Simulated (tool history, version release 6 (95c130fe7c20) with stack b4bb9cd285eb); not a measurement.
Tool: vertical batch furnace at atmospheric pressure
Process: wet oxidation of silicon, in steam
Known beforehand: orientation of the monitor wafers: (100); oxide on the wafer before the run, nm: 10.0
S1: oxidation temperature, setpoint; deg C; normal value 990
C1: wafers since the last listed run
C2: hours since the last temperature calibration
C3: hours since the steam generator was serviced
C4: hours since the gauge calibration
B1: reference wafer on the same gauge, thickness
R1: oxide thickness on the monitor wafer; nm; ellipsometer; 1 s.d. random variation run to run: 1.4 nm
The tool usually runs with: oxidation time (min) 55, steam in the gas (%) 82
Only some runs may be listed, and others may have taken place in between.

run 1 hour=0 | S1=990 oxidation_time_(min)=55 steam_in_the_gas_(%)=82 | C1=0 C2=2403.1 C3=1726.5 C4=450.7 | B1=317.32 | R1=314.62
run 2 hour=8.3 | S1=990 oxidation_time_(min)=55 steam_in_the_gas_(%)=82 | C1=124 C2=2411.4 C3=1734.8 C4=459 | B1=316.69 | R1=314.04
run 3 hour=26.6 | S1=990 oxidation_time_(min)=55 steam_in_the_gas_(%)=82 | C1=275 C2=2429.7 C3=1753.1 C4=477.3 | B1=316.72 | R1=313.34
run 4 hour=41.3 | S1=990 oxidation_time_(min)=55 steam_in_the_gas_(%)=82 | C1=220 C2=2444.4 C3=1767.8 C4=492 | B1=317.06 | R1=316.16
run 5 hour=52.8 | S1=990 oxidation_time_(min)=55 steam_in_the_gas_(%)=82 | C1=172 C2=2455.9 C3=1779.3 C4=503.5 | B1=317.38 | R1=314.03
run 6 hour=66.6 | S1=990 oxidation_time_(min)=55 steam_in_the_gas_(%)=73 | C1=207 C2=2469.7 C3=1793.1 C4=517.3 | B1=317.48 | R1=289.04
run 7 hour=78.7 | S1=990 oxidation_time_(min)=55 steam_in_the_gas_(%)=73 | C1=181 C2=2481.8 C3=1805.2 C4=529.4 | B1=317.58 | R1=290.14
run 8 hour=98.7 | S1=990 oxidation_time_(min)=55 steam_in_the_gas_(%)=73 | C1=300 C2=2501.8 C3=1825.2 C4=549.4 | B1=317.34 | R1=289.53
-- hour=140.9 thermocouples replaced and temperature profile calibrated
run 9 hour=141.4 | S1=990 oxidation_time_(min)=55 steam_in_the_gas_(%)=82 | C1=281 C2=0.5 C3=1867.9 C4=592.1 | B1=316.62 | R1=315.58
run 10 hour=146.8 | S1=990 oxidation_time_(min)=55 steam_in_the_gas_(%)=82 | C1=81 C2=5.9 C3=1873.3 C4=597.5 | B1=317.65 | R1=314.87
run 11 hour=152.2 | S1=1005 oxidation_time_(min)=55 steam_in_the_gas_(%)=82 | C1=81 C2=11.3 C3=1878.7 C4=602.9 | B1=317.16 | R1=351.29
run 12 hour=158.8 | S1=1005 oxidation_time_(min)=55 steam_in_the_gas_(%)=82 | C1=99 C2=17.9 C3=1885.3 C4=609.5 | B1=316.5 | R1=352.18
run 13 hour=172.3 | S1=999 oxidation_time_(min)=55 steam_in_the_gas_(%)=90 | C1=202 C2=31.4 C3=1898.8 C4=623 | B1=317.97 | R1=358.25
run 14 hour=184.5 | S1=979 oxidation_time_(min)=55 steam_in_the_gas_(%)=82 | C1=183 C2=43.6 C3=1911 C4=635.2 | B1=316.8 | R1=284.82
run 15 hour=200.3 | S1=985 oxidation_time_(min)=55 steam_in_the_gas_(%)=82 | C1=237 C2=59.4 C3=1926.8 C4=651 | B1=317.44 | R1=300.7
run 16 hour=217 | S1=1007 oxidation_time_(min)=76.5 steam_in_the_gas_(%)=82 | C1=251 C2=76.1 C3=1943.5 C4=667.7 | B1=316.69 | R1=444.87
run 17 hour=239.4 | S1=990 oxidation_time_(min)=55 steam_in_the_gas_(%)=82 | C1=336 C2=98.5 C3=1965.9 C4=690.1 | B1=317 | R1=312.84
run 18 hour=255.7 | S1=998 oxidation_time_(min)=40.5 steam_in_the_gas_(%)=89 | C1=245 C2=114.8 C3=1982.2 C4=706.4 | B1=317.65 | R1=284.77
run 19 hour=275 | S1=990 oxidation_time_(min)=55 steam_in_the_gas_(%)=82 | C1=290 C2=134.1 C3=2001.5 C4=725.7 | B1=317.25 | R1=313.72
-- hour=304.4 steam generator serviced
-- hour=322.7 gauge calibrated
run 20 hour=322.9 | S1=990 oxidation_time_(min)=68.5 steam_in_the_gas_(%)=82 | C1=359 C2=182 C3=18.5 C4=0.2 | B1=317.37 | R1=352.77
run 21 hour=336.9 | S1=990 oxidation_time_(min)=55 steam_in_the_gas_(%)=82 | C1=210 C2=196 C3=32.5 C4=14.2 | B1=316.33 | R1=300.79
run 22 hour=357.4 | S1=1003 oxidation_time_(min)=80 steam_in_the_gas_(%)=75 | C1=308 C2=216.5 C3=53 C4=34.7 | B1=317.44 | R1=406.38
run 23 hour=374.8 | S1=1000 oxidation_time_(min)=34 steam_in_the_gas_(%)=87 | C1=261 C2=233.9 C3=70.4 C4=52.1 | B1=317.06 | R1=238.71
run 24 hour=394.1 | S1=1012 oxidation_time_(min)=81 steam_in_the_gas_(%)=86 | C1=290 C2=253.2 C3=89.7 C4=71.4 | B1=316.88 | R1=473.23
run 25 hour=416.7 | S1=990 oxidation_time_(min)=45.5 steam_in_the_gas_(%)=90 | C1=339 C2=275.8 C3=112.3 C4=94 | B1=317.16 | R1=278.43
run 26 hour=438.1 | S1=970 oxidation_time_(min)=64.5 steam_in_the_gas_(%)=88 | C1=321 C2=297.2 C3=133.7 C4=115.4 | B1=316.65 | R1=299.43
run 27 hour=455.1 | S1=990 oxidation_time_(min)=64 steam_in_the_gas_(%)=93 | C1=255 C2=314.2 C3=150.7 C4=132.4 | B1=317.46 | R1=365.43
-- hour=480.8 steam generator serviced, repeated, since the last time left the tool worse
run 28 hour=481.3 | S1=990 oxidation_time_(min)=55 steam_in_the_gas_(%)=82 | C1=33 C2=340.4 C3=0.5 C4=158.6 | B1=317.67 | R1=326.87
run 29 hour=486.7 | S1=990 oxidation_time_(min)=30 steam_in_the_gas_(%)=70 | C1=81 C2=345.8 C3=5.9 C4=164 | B1=316.45 | R1=184.22
run 30 hour=502.8 | S1=999 oxidation_time_(min)=34 steam_in_the_gas_(%)=94 | C1=241 C2=361.9 C3=22 C4=180.1 | B1=317.68 | R1=271.77
run 31 hour=519.8 | S1=999 oxidation_time_(min)=55 steam_in_the_gas_(%)=82 | C1=255 C2=378.9 C3=39 C4=197.1 | B1=316.87 | R1=351.21
run 32 hour=536.3 | S1=997 oxidation_time_(min)=55 steam_in_the_gas_(%)=82 | C1=248 C2=395.4 C3=55.5 C4=213.6 | B1=317.27 | R1=339.56
run 33 hour=546 | S1=990 oxidation_time_(min)=55 steam_in_the_gas_(%)=82 | C1=145 C2=405.1 C3=65.2 C4=223.3 | B1=316.6 | R1=324.64
run 34 hour=560.6 | S1=1002 oxidation_time_(min)=39.5 steam_in_the_gas_(%)=70 | C1=219 C2=419.7 C3=79.8 C4=237.9 | B1=316.86 | R1=250.3
run 35 hour=572.8 | S1=990 oxidation_time_(min)=55 steam_in_the_gas_(%)=72 | C1=183 C2=431.9 C3=92 C4=250.1 | B1=316.54 | R1=295.86
run 36 hour=595.4 | S1=990 oxidation_time_(min)=55 steam_in_the_gas_(%)=82 | C1=339 C2=454.5 C3=114.6 C4=272.7 | B1=317 | R1=324.5
run 37 hour=609.1 | S1=990 oxidation_time_(min)=55 steam_in_the_gas_(%)=82 | C1=205 C2=468.2 C3=128.3 C4=286.4 | B1=316.26 | R1=324.61
run 38 hour=669 | S1=971 oxidation_time_(min)=32.5 steam_in_the_gas_(%)=92 | C1=900 C2=528.1 C3=188.2 C4=346.3 | B1=316.97 | R1=203.78

Results for each run, recomputed without the tool's hidden state and with each run's random variation untouched:
Hidden conditions of the tool in this case: true tube temperature minus thermocouple reading, K; steam share off its setpoint, % of the setpoint; gauge reads high (%).
run=1 R1=323.84
run=2 R1=323.33
run=3 R1=322.8
run=4 R1=325.86
run=5 R1=323.79
run=6 R1=298.27
run=7 R1=299.54
run=8 R1=299.11
run=9 R1=326.38
run=10 R1=325.71
run=11 R1=362.98
run=12 R1=363.98
run=13 R1=370.5
run=14 R1=295.34
run=15 R1=311.8
run=16 R1=460.1
run=17 R1=324.71
run=18 R1=295.77
run=19 R1=326.06
run=20 R1=380.73
run=21 R1=325.19
run=22 R1=437.26
run=23 R1=258.4
run=24 R1=507.87
run=25 R1=301.28
run=26 R1=324.53
run=27 R1=394.3
run=28 R1=327.1
run=29 R1=184.35
run=30 R1=271.96
run=31 R1=351.46
run=32 R1=339.8
run=33 R1=324.88
run=34 R1=250.49
run=35 R1=296.09
run=36 R1=324.77
run=37 R1=324.89
run=38 R1=204.01
